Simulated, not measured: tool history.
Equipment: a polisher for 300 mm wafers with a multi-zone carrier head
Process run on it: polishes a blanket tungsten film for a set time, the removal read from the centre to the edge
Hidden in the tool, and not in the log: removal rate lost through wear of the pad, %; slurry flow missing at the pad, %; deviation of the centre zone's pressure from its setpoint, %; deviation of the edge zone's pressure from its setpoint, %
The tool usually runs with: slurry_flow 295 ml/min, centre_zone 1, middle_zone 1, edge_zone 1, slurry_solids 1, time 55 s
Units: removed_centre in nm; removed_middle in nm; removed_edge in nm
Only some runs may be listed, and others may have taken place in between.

run	hour	slurry_flow	centre_zone	middle_zone	edge_zone	slurry_solids	time	wafers since the last listed run	wafers polished on this pad	hours since the slurry nozzle was cleaned	hours since the centre zone pressure was calibrated	hours since the edge zone pressure was calibrated	hours since the carrier head's membrane was replaced	incoming thickness of the incoming film, nm	removed_centre	removed_middle	removed_edge
1	0	295	1	1	1	1.15	55	0	2483	428	783.1	355.3	1093.7	956.5	359.3	325.8	318.6
# hour 32.8: edge zone pressure recalibrated
2	46.4	295	1	1	1	1	55	450	2933	474.4	829.5	13.6	1140.1	937	344.5	306.5	313.8
# hour 69.5: centre zone pressure recalibrated
# hour 76.1: slurry nozzle cleaned
3	80.6	295	1	1	1	1	55	316	3250	4.5	11.1	47.8	1174.3	948	318.2	312.7	316.1
# hour 109.4: worn pad replaced by a new one
4	138.2	295	1	1	1	1	55	544	292	62.1	68.7	105.4	1231.9	943.2	327	306.2	313.8
5	202.9	295	1	1	1	1	55	656	949	126.8	133.4	170.1	1296.6	952.6	328.6	313.6	309.8
6	227.1	295	1	1	1	1	55	245	1195	151	157.6	194.3	1320.8	955.2	321.1	311.7	308.9
7	270.4	295	1	1.09	0.89	1	55	439	1634	194.3	200.9	237.6	1364.1	932.2	322.7	345.3	300.4
8	298.8	295	1.08	1	1.05	0.75	62	288	1923	222.7	229.3	266	1392.5	938.2	358.9	322.3	333.9
9	367.4	295	1	1	1	0.9	55	696	2619	291.3	297.9	334.6	1461.1	945.1	324.8	304.5	302.3
# hour 379.3: edge zone pressure recalibrated
10	403	295	1	1	1	1	55	341	2960	326.9	333.5	23.7	1496.7	959.7	334.2	317.8	311
# hour 450.9: worn pad replaced by a new one
11	451.4	295	1	1	1	1	55	450	4	375.3	381.9	72.1	1545.1	928.7	322.8	317.5	319.9
12	511.4	400	1	0.95	1	1	48	609	613	435.3	441.9	132.1	1605.1	945.7	300	270.5	278.7
# hour 538.4: slurry nozzle cleaned
# hour 639.7: carrier head's membrane replaced by a new one
13	676	250	1	0.91	1.1	0.8	55	1610	2223	137.6	606.5	296.7	36.3	942.3	309.6	267.8	298.7
# hour 728: worn pad replaced by a new one
14	745.6	330	1	0.92	1	1	55	665	178	207.2	676.1	366.3	105.9	930.9	347.4	294.1	323.2
15	812.3	350	1	1	1.1	1	73	677	855	273.9	742.8	433	172.6	930.6	455.1	422.5	432.1
# hour 822.8: edge zone pressure recalibrated
16	837.2	340	0.88	1	1	1	40	232	1087	298.8	767.7	14.4	197.5	927	236.8	229.3	231.2
17	886	295	1	1	1	1	55	495	1583	347.6	816.5	63.2	246.3	937.5	342.9	317.3	318.2
# hour 916.6: slurry nozzle cleaned
18	945.5	295	1	1	1	1	55	593	2177	28.9	876	122.7	305.8	938.6	348.8	317.6	312.1
19	996.4	295	1	1	1	1	49	516	2693	79.8	926.9	173.6	356.7	929.9	318.8	275.9	284.9
20	1022.9	335	1.1	0.9	1	1	55	269	2963	106.3	953.4	200.1	383.2	933.7	377.9	293.2	312.5
# hour 1034: worn pad replaced by a new one
21	1058.6	220	0.94	0.89	1	1	71	321	250	142	989.1	235.8	418.9	946.2	416.6	349.5	384.6
22	1111.9	295	1	1	1	1	41	541	791	195.3	1042.4	289.1	472.2	951.7	270.6	227.4	235.2

3 options for the next run, each taken on its own from the tool as it stands now. Forecast them:
A	1112.3	295	1.11	1	1	1	55	4	795	195.7	1042.8	289.5	472.6	953.2	?	?	?
B	1112.3	335	1	1	1	1	55	4	795	195.7	1042.8	289.5	472.6	953.2	?	?	?
C	1112.3	295	1	0.95	1	1	55	4	795	195.7	1042.8	289.5	472.6	953.2	?	?	?

run	removed_centre	removed_middle	removed_edge
A	381.1	309.3	305.6
B	354.2	312.8	308
C	350	296.4	305.8
What these runs would have given with no unlogged condition in the tool:
run	removed_centre	removed_middle	removed_edge
A	342.3	309.5	305.6
B	317.9	312.9	308
C	314.1	296.6	305.8

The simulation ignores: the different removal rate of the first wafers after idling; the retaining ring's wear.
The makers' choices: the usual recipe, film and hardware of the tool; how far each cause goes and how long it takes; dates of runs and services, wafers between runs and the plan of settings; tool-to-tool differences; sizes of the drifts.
